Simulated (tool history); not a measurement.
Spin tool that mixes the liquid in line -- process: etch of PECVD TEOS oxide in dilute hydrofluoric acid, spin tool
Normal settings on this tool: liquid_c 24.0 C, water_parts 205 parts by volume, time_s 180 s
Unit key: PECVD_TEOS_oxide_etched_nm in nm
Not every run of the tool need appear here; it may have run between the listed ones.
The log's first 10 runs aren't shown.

run,day,liquid_c,water_parts,time_s,wafers since the last listed run,hours since the thermometer was replaced,hours since the hydrofluoric acid flow meter was replaced,hours since the gauge calibration,"read-back film thickness of the PECVD TEOS oxide reference wafer, read on the same gauge (nm)",PECVD_TEOS_oxide_etched_nm
11,36.025,24.0,205,180,661,2464.4,1424.1,2504.9,140.00,7.44
12,37.604,24.0,205,180,375,2502.3,1462.0,2542.8,139.98,7.43
# day 40.921: thermometer replaced
# day 41.333: gauge calibrated
13,41.562,24.0,205,180,932,15.4,1557.0,5.5,139.99,7.33
14,45.146,24.0,205,180,852,101.4,1643.0,91.5,140.01,7.27
15,47.425,24.0,205,180,542,156.1,1697.7,146.2,140.00,7.30
16,50.904,24.0,205,180,828,239.6,1781.2,229.7,140.00,7.33
# day 53.592: hydrofluoric acid flow meter replaced
17,54.629,24.0,300,115,876,329.0,24.9,319.1,140.01,2.88
18,57.438,27.5,205,275,668,396.4,92.3,386.5,140.01,12.63
19,61.738,27.5,205,275,1023,499.6,195.5,489.7,139.99,12.69
20,64.350,25.5,145,245,621,562.3,258.2,552.4,139.98,15.90
21,66.171,28.5,125,270,433,606.0,301.9,596.1,140.02,23.44
22,67.708,24.0,205,85,365,642.9,338.8,633.0,140.01,3.47
23,71.983,26.0,205,180,1017,745.5,441.4,735.6,140.02,7.89
24,73.762,28.5,125,210,423,788.2,484.1,778.3,140.01,18.29
25,76.338,24.0,205,180,612,850.0,545.9,840.1,140.01,7.31
26,78.750,20.5,165,220,574,907.9,603.8,898.0,139.98,10.15
27,80.562,29.0,295,140,431,951.4,647.3,941.5,140.02,4.27
28,85.012,20.5,165,220,1059,1058.2,754.1,1048.3,139.99,10.18
29,89.500,26.0,290,180,1068,1165.9,861.8,1156.0,139.97,5.06

Run 30 has not been measured yet. What should we expect?
30,93.200,21.5,205,180,880,1254.7,950.6,1244.8,?,?

{"run 30": {"read-back film thickness of the PECVD TEOS oxide reference wafer, read on the same gauge (nm)": 140.02, "PECVD_TEOS_oxide_etched_nm": 6.71}}
Minus the tool's unlogged condition, the same run would have read PECVD_TEOS_oxide_etched_nm 6.66 nm.

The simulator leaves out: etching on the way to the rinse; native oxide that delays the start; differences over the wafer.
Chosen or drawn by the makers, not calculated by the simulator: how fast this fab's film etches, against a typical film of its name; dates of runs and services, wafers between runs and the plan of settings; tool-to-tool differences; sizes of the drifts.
